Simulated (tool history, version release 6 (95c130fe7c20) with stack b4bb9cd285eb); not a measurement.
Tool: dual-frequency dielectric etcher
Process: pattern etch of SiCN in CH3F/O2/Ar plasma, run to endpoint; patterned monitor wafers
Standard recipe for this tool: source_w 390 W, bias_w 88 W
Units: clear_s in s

run    hour  source_w  bias_w  incoming incoming film thickness, nm  clear_s
  1     0.0       390      88                                  6.74     16.0
       24.6  -- wet clean of the chamber
  2    64.7       390      88                                  6.76     16.0
  3   145.0       390      88                                  6.68     15.8
  4   200.6       390      88                                  6.72     15.9
  5   297.1       390      88                                  6.68     15.8
  6   337.3       390      71                                  6.68     16.5
  7   425.2       390      88                                  6.77     15.9
      457.2  -- wet clean of the chamber
  8   478.6       390      88                                  6.70     16.0
  9   571.2       390      75                                  6.73     16.6
 10   728.5       390      75                                  6.65     16.4
 11   782.9       390      75                                  6.68     16.5
      829.5  -- wet clean of the chamber
 12   889.5       460     104                                  6.73     14.7
 13   943.7       320      99                                  6.79     16.7
 14  1159.2       390      88                                  6.65     15.8
     1203.1  -- wet clean of the chamber
 15  1203.6       390      66                                  6.71     17.3
 16  1234.9       430     108                                  6.73     14.9
 17  1286.0       390      88                                  6.66     16.0
     1328.9  -- source power generator calibrated
 18  1372.0       290      94                                  6.73     17.1
     1449.3  -- bias power generator calibrated
 19  1449.8       390      88                                  6.75     16.1
 20  1546.0       360     102                                  6.73     15.8
     1572.8  -- wet clean of the chamber
     1627.3  -- upper electrode replaced
 21  1765.7       350      71                                  6.68     17.2
 22  1822.6       460      99                                  6.68     14.8
     2040.6  -- wet clean of the chamber
 23  2056.6       330      68                                  6.66     17.8

The tool's hidden state at each run:
bias power that arrives over what is set, %: 0 at every run
H1: etch rate over this chamber's usual, %
H2: source power that arrives over what is set, %
run        H1      H2
  1      1.16   0.498
  2     0.329   0.439
  3     0.617   0.349
  4     0.817   0.276
  5      1.16   0.126
  6      1.31  0.0562
  7      1.62  -0.114
  8     0.236  -0.228
  9     0.568  -0.447
 10      1.13  -0.875
 11      1.33   -1.04
 12     0.337   -1.39
 13     0.532   -1.58
 14       1.3   -2.42
 15    0.0945   -2.61
 16     0.207   -2.75
 17      0.39   -2.98
 18     0.698   -1.06
 19     0.977   -1.08
 20      1.32   -1.13
 21     0.656   -1.34
 22      0.86   -1.41
 23  -0.00163   -1.83
